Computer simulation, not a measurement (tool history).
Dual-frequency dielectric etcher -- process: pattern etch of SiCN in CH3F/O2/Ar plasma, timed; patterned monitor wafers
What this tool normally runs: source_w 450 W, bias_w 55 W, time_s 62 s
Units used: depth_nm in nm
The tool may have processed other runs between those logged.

run     day  source_w  bias_w  time_s  wafers since the last listed run  hours since the last wet clean  hours since the last source power generator calibration  hours since the last bias power generator calibration  hours since the last upper electrode change  hours since the gauge calibration  read-back reference wafer on the same gauge, depth_nm  depth_nm
  1       0       450      55      62                                 0                            73.8                                                   2579.6                                                 4492.5                                         5032                              190.9                                                  21.26     20.92
  2   0.558       450      55      62                                97                            87.2                                                     2593                                                 4505.9                                       5045.4                              204.3                                                  21.24     21.63
  3   1.579       450      55      62                               178                           111.7                                                   2617.5                                                 4530.4                                       5069.9                              228.8                                                  21.26      21.4
  4   2.379       450      55      62                               139                           130.9                                                   2636.7                                                 4549.6                                       5089.1                                248                                                  21.33     21.27
  5   3.154       450      55      62                               135                           149.5                                                   2655.3                                                 4568.2                                       5107.7                              266.6                                                  21.28     21.06
  6   4.438       450      55      62                               224                           180.3                                                   2686.1                                                   4599                                       5138.5                              297.4                                                  21.27     21.47
  7   5.508       450      55    47.5                               187                             206                                                   2711.8                                                 4624.7                                       5164.2                              323.1                                                  21.34     16.34
  8   6.992       450      55    47.5                               259                           241.6                                                   2747.4                                                 4660.3                                       5199.8                              358.7                                                  21.26     16.33
  9   7.875       450      55      62                               154                           262.8                                                   2768.6                                                 4681.5                                         5221                              379.9                                                  21.31     21.23
 10   9.179       450      55      62                               227                           294.1                                                   2799.9                                                 4712.8                                       5252.3                              411.2                                                  21.29     21.34
 11  10.567       450      55      62                               242                           327.4                                                   2833.2                                                 4746.1                                       5285.6                              444.5                                                  21.24     21.04
 12  11.971       450      55      62                               245                           361.1                                                   2866.9                                                 4779.8                                       5319.3                              478.2                                                  21.33     21.05
     13.329  -- upper electrode replaced
 13   13.35       540      63      69                                66                           394.2                                                     2900                                                 4812.9                                          0.5                              511.3                                                  21.28     26.45
     13.475  -- gauge calibrated
     13.838  -- bias power generator calibrated
 14  14.312       450      55      62                               139                           417.3                                                   2923.1                                                   11.4                                         23.6                               20.1                                                  21.29     21.14
 15  15.446       450      41      48                               198                           444.5                                                   2950.3                                                   38.6                                         50.8                               47.3                                                  21.31     15.18
 16  16.342       450      59      62                               156                             466                                                   2971.8                                                   60.1                                         72.3                               68.8                                                  21.34     21.74
     17.412  -- source power generator calibrated
     17.942  -- wet clean of the chamber
 17  17.962       450      55      62                               161                             0.5                                                     13.2                                                     99                                        111.2                              107.7                                                  21.22     20.96
 18  18.188       360      41    73.5                                39                             5.9                                                     18.6                                                  104.4                                        116.6                              113.1                                                  21.27     20.82
 19  19.221       490      60    49.5                               180                            30.7                                                     43.4                                                  129.2                                        141.4                              137.9                                                  21.25     18.17
 20  20.046       450      55      62                               144                            50.5                                                     63.2                                                    149                                        161.2                              157.7                                                  21.31     21.07
 21   21.35       450      55      62                               227                            81.8                                                     94.5                                                  180.3                                        192.5                                189                                                  21.32     21.35
 22  22.396       450      55      57                               182                           106.9                                                    119.6                                                  205.4                                        217.6                              214.1                                                  21.28     19.36
 23  23.362       450      55      62                               168                           130.1                                                    142.8                                                  228.6                                        240.8                              237.3                                                  21.33     21.52
 24  24.229       500      46    45.5                               151                           150.9                                                    163.6                                                  249.4                                        261.6                              258.1                                                  21.33     15.31
 25  26.567       530      55      62                               408                             207                                                    219.7                                                  305.5                                        317.7                              314.2                                                  21.28     22.85

What if the next run were any one of these 3? Each begins from the tool's condition after run 25:
  A  26.583       450      55      62                                 2                           207.4                                                    220.1                                                  305.9                                        318.1                              314.6                                                      ?         ?
  B  26.583       350      55    54.5                                 2                           207.4                                                    220.1                                                  305.9                                        318.1                              314.6                                                      ?         ?
  C  26.583       400      61    54.5                                 2                           207.4                                                    220.1                                                  305.9                                        318.1                              314.6                                                      ?         ?

run  read-back reference wafer on the same gauge, depth_nm  depth_nm
  A                                                  21.34     21.28
  B                                                  21.34     16.76
  C                                                  21.34     18.37
Without the tool's unlogged condition, the same runs would have read:
run  depth_nm
  A     21.28
  B     16.76
  C     18.37
